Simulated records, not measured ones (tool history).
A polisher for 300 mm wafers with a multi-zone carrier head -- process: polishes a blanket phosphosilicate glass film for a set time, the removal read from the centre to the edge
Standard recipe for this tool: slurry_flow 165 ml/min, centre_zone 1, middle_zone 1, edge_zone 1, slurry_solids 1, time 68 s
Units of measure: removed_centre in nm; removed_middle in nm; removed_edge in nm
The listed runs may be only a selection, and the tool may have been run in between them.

| run | hour | slurry_flow | centre_zone | middle_zone | edge_zone | slurry_solids | time | wafers since the last listed run | wafers polished on this pad | hours since the slurry nozzle was cleaned | hours since the centre zone pressure was calibrated | hours since the edge zone pressure was calibrated | hours since the carrier head's membrane was replaced | incoming thickness of the incoming film, nm | removed_centre | removed_middle | removed_edge |
|---|---|---|---|---|---|---|---|---|---|---|---|---|---|---|---|---|---|
| 1 | 0 | 165 | 1 | 1 | 1 | 1.1 | 68 | 0 | 4 | 138.4 | 1093.1 | 85.3 | 662.9 | 3482.9 | 667.8 | 622.2 | 645.2 |
| 2 | 24.6 | 195 | 1 | 1.1 | 1 | 1 | 49 | 217 | 221 | 163 | 1117.7 | 109.9 | 687.5 | 3512 | 460.6 | 463.8 | 447.9 |
|  | 30.7 | carrier head's membrane replaced by a new one |
| 3 | 55.9 | 200 | 1 | 1 | 1 | 1.1 | 48 | 232 | 453 | 194.3 | 1149 | 141.2 | 25.2 | 3519.2 | 482.9 | 438.7 | 465.9 |
| 4 | 79.4 | 165 | 1 | 1.05 | 1 | 1 | 68 | 207 | 661 | 217.8 | 1172.5 | 164.7 | 48.7 | 3550 | 637.2 | 608 | 611.4 |
| 5 | 111 | 220 | 1 | 1 | 0.91 | 1 | 86 | 278 | 939 | 249.4 | 1204.1 | 196.3 | 80.3 | 3512.7 | 825.1 | 766.5 | 760.9 |
| 6 | 142 | 220 | 1 | 1 | 0.91 | 1 | 86 | 273 | 1213 | 280.4 | 1235.1 | 227.3 | 111.3 | 3542 | 832 | 749.9 | 757.1 |
|  | 143.7 | slurry nozzle cleaned |
| 7 | 161.7 | 165 | 1 | 1 | 1 | 1 | 59 | 164 | 1378 | 18 | 1254.8 | 247 | 131 | 3471.5 | 554 | 512.4 | 529.3 |
|  | 168.9 | centre zone pressure recalibrated |
| 8 | 180.8 | 165 | 1 | 1 | 1 | 1 | 68 | 150 | 1529 | 37.1 | 11.9 | 266.1 | 150.1 | 3571.1 | 508.4 | 589.6 | 618.9 |
| 9 | 194.8 | 105 | 1 | 1 | 1 | 1 | 68 | 123 | 1652 | 51.1 | 25.9 | 280.1 | 164.1 | 3445.4 | 478.5 | 554 | 593.7 |
|  | 212.7 | worn pad replaced by a new one |
| 10 | 213.2 | 165 | 1 | 1 | 0.89 | 1 | 68 | 127 | 4 | 69.5 | 44.3 | 298.5 | 182.5 | 3506.6 | 517.3 | 584.2 | 579.9 |
| 11 | 224.9 | 165 | 1 | 1 | 1 | 1 | 68 | 103 | 107 | 81.2 | 56 | 310.2 | 194.2 | 3495.6 | 507.7 | 578.5 | 609.2 |
| 12 | 237.6 | 165 | 1.05 | 1.11 | 1 | 1 | 68 | 112 | 219 | 93.9 | 68.7 | 322.9 | 206.9 | 3458.9 | 530.2 | 658.4 | 616.2 |
| 13 | 257 | 120 | 0.88 | 1 | 1 | 1 | 68 | 171 | 390 | 113.3 | 88.1 | 342.3 | 226.3 | 3543 | 428.2 | 568.9 | 598.5 |
| 14 | 289.7 | 115 | 1 | 1 | 1 | 1 | 68 | 288 | 678 | 146 | 120.8 | 375 | 259 | 3506.6 | 484.3 | 564.8 | 597.8 |
|  | 299.3 | centre zone pressure recalibrated, repeated, since the last time left the tool worse |
| 15 | 313.5 | 165 | 0.89 | 1 | 1 | 1 | 68 | 192 | 871 | 169.8 | 14.2 | 398.8 | 282.8 | 3510.2 | 531.2 | 601.9 | 609 |
| 16 | 338.7 | 220 | 1 | 1 | 1 | 1 | 68 | 222 | 1093 | 195 | 39.4 | 424 | 308 | 3476.4 | 614.3 | 602.9 | 631.5 |
| 17 | 361.4 | 115 | 1 | 1 | 1 | 1 | 68 | 200 | 1293 | 217.7 | 62.1 | 446.7 | 330.7 | 3567.4 | 577.6 | 548.8 | 598.7 |
|  | 428.4 | slurry nozzle cleaned |
|  | 448.8 | worn pad replaced by a new one |
| 18 | 465.8 | 200 | 1 | 1 | 1 | 1.1 | 48 | 876 | 149 | 37.4 | 166.5 | 551.1 | 435.1 | 3561.2 | 458.7 | 459 | 464.8 |
| 19 | 495.4 | 185 | 1 | 0.89 | 0.93 | 1 | 55 | 261 | 410 | 67 | 196.1 | 580.7 | 464.7 | 3578.6 | 489.8 | 434 | 484.2 |
| 20 | 508.2 | 165 | 1 | 1 | 1 | 1 | 68 | 112 | 523 | 79.8 | 208.9 | 593.5 | 477.5 | 3513.2 | 593.7 | 596.1 | 614.1 |

Alternative continuations, all from the tool just after run 20; predict every row:
| A | 508.6 | 165 | 1 | 1 | 1.1 | 1 | 68 | 3 | 527 | 80.2 | 209.3 | 593.9 | 477.9 | 3538.1 | ? | ? | ? |
| B | 508.6 | 165 | 1 | 1.08 | 1 | 1 | 68 | 3 | 527 | 80.2 | 209.3 | 593.9 | 477.9 | 3538.1 | ? | ? | ? |
| C | 508.6 | 225 | 1.09 | 1.04 | 0.95 | 1 | 68 | 3 | 527 | 80.2 | 209.3 | 593.9 | 477.9 | 3538.1 | ? | ? | ? |
| D | 508.6 | 190 | 1 | 1.06 | 1 | 1 | 75 | 3 | 527 | 80.2 | 209.3 | 593.9 | 477.9 | 3538.1 | ? | ? | ? |
| E | 508.6 | 165 | 1 | 1 | 0.94 | 1 | 68 | 3 | 527 | 80.2 | 209.3 | 593.9 | 477.9 | 3538.1 | ? | ? | ? |

| run | removed_centre | removed_middle | removed_edge |
|---|---|---|---|
| A | 593.3 | 586.3 | 641.5 |
| B | 593.6 | 626 | 611.3 |
| C | 670.5 | 625.4 | 610.9 |
| D | 665.5 | 689.6 | 681.7 |
| E | 593.3 | 586.5 | 594.2 |
What these runs would have given with no unlogged condition in the tool:
| run | removed_centre | removed_middle | removed_edge |
|---|---|---|---|
| A | 589.7 | 586.3 | 641.5 |
| B | 590 | 626 | 611.3 |
| C | 666.4 | 625.5 | 610.9 |
| D | 661.4 | 689.6 | 681.7 |
| E | 589.7 | 586.5 | 594.2 |

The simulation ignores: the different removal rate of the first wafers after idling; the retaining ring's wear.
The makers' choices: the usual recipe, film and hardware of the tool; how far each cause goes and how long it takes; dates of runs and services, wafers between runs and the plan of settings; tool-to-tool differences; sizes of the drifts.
